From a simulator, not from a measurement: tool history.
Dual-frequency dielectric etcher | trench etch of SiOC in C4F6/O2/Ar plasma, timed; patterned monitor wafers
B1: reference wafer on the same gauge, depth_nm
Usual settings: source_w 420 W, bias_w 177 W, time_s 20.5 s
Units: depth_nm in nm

{"run": 1, "hour": 0.0, "source_w": 420, "bias_w": 177, "time_s": 20.5, "B1": 42.44, "depth_nm": 39.73}
{"run": 2, "hour": 12.9, "source_w": 420, "bias_w": 177, "time_s": 20.5, "B1": 42.46, "depth_nm": 39.98}
{"run": 3, "hour": 40.6, "source_w": 420, "bias_w": 177, "time_s": 20.5, "B1": 42.51, "depth_nm": 39.74}
{"run": 4, "hour": 57.2, "source_w": 420, "bias_w": 177, "time_s": 20.5, "B1": 42.36, "depth_nm": 39.3}
{"run": 5, "hour": 74.0, "source_w": 340, "bias_w": 150, "time_s": 20.5, "B1": 42.38, "depth_nm": 33.91}
{"run": 6, "hour": 88.4, "source_w": 340, "bias_w": 150, "time_s": 20.5, "B1": 42.45, "depth_nm": 34.08}
{"run": 7, "hour": 104.0, "source_w": 500, "bias_w": 177, "time_s": 20.5, "B1": 42.31, "depth_nm": 42.37}
{"hour": 132.9, "done": "source power generator calibrated"}
{"hour": 138.6, "done": "upper electrode replaced"}
{"run": 8, "hour": 139.1, "source_w": 480, "bias_w": 154, "time_s": 22.0, "B1": 42.35, "depth_nm": 42.15}
{"run": 9, "hour": 139.5, "source_w": 340, "bias_w": 218, "time_s": 20.5, "B1": 42.35, "depth_nm": 39.23}
{"run": 10, "hour": 139.8, "source_w": 380, "bias_w": 208, "time_s": 17.0, "B1": 42.47, "depth_nm": 33.02}
{"run": 11, "hour": 151.7, "source_w": 450, "bias_w": 200, "time_s": 19.0, "B1": 42.37, "depth_nm": 39.39}
{"run": 12, "hour": 163.4, "source_w": 340, "bias_w": 209, "time_s": 15.0, "B1": 42.4, "depth_nm": 27.86}
{"hour": 171.8, "done": "bias power generator calibrated"}
{"run": 13, "hour": 175.6, "source_w": 350, "bias_w": 139, "time_s": 22.5, "B1": 42.25, "depth_nm": 35.81}
{"hour": 191.1, "done": "gauge calibrated"}
{"run": 14, "hour": 191.9, "source_w": 420, "bias_w": 177, "time_s": 25.5, "B1": 42.32, "depth_nm": 47.29}
{"run": 15, "hour": 198.2, "source_w": 350, "bias_w": 197, "time_s": 23.0, "B1": 42.36, "depth_nm": 42.09}
{"hour": 230.5, "done": "wet clean of the chamber"}
{"run": 16, "hour": 231.0, "source_w": 420, "bias_w": 177, "time_s": 20.5, "B1": 42.37, "depth_nm": 40.83}
{"run": 17, "hour": 231.3, "source_w": 420, "bias_w": 177, "time_s": 20.5, "B1": 42.34, "depth_nm": 40.28}
{"run": 18, "hour": 235.5, "source_w": 340, "bias_w": 150, "time_s": 20.5, "B1": 42.38, "depth_nm": 34.78}
{"run": 19, "hour": 251.4, "source_w": 420, "bias_w": 198, "time_s": 20.5, "B1": 42.43, "depth_nm": 42.37}
{"run": 20, "hour": 268.7, "source_w": 420, "bias_w": 177, "time_s": 20.5, "B1": 42.4, "depth_nm": 41.04}
{"run": 21, "hour": 276.7, "source_w": 470, "bias_w": 157, "time_s": 25.0, "B1": 42.36, "depth_nm": 49.54}
{"run": 22, "hour": 285.3, "source_w": 420, "bias_w": 177, "time_s": 20.5, "B1": 42.3, "depth_nm": 41.25}
{"run": 23, "hour": 293.3, "source_w": 420, "bias_w": 177, "time_s": 22.5, "B1": 42.33, "depth_nm": 44.4}
{"run": 24, "hour": 310.5, "source_w": 340, "bias_w": 134, "time_s": 24.0, "B1": 42.41, "depth_nm": 38.93}
{"run": 25, "hour": 328.3, "source_w": 340, "bias_w": 162, "time_s": 23.5, "B1": 42.38, "depth_nm": 41.14}
{"run": 26, "hour": 346.2, "source_w": 420, "bias_w": 211, "time_s": 16.0, "B1": 42.4, "depth_nm": 33.35}
{"run": 27, "hour": 361.6, "source_w": 340, "bias_w": 212, "time_s": 17.0, "B1": 42.5, "depth_nm": 32.93}
{"run": 28, "hour": 371.6, "source_w": 420, "bias_w": 157, "time_s": 23.0, "B1": 42.56, "depth_nm": 43.3}
{"run": 29, "hour": 378.3, "source_w": 360, "bias_w": 157, "time_s": 25.5, "B1": 42.36, "depth_nm": 44.59}
{"run": 30, "hour": 393.5, "source_w": 420, "bias_w": 177, "time_s": 20.5, "B1": 42.35, "depth_nm": 40.21}
{"run": 31, "hour": 400.4, "source_w": 340, "bias_w": 150, "time_s": 20.5, "B1": 42.3, "depth_nm": 34.48}

3 ways to go on from here, each from the tool as it stands after run 31. What would each give?
{"run": "A", "hour": 400.8, "source_w": 520, "bias_w": 177, "time_s": 20.5, "B1": "?", "depth_nm": "?"}
{"run": "B", "hour": 400.8, "source_w": 460, "bias_w": 177, "time_s": 20.5, "B1": "?", "depth_nm": "?"}
{"run": "C", "hour": 400.8, "source_w": 370, "bias_w": 209, "time_s": 20.5, "B1": "?", "depth_nm": "?"}

run=A B1=42.46 depth_nm=44.37
run=B B1=42.46 depth_nm=42.20
run=C B1=42.46 depth_nm=41.14
Without the tool's hidden state the same runs would have given:
run=A depth_nm=45.06
run=B depth_nm=42.86
run=C depth_nm=41.78
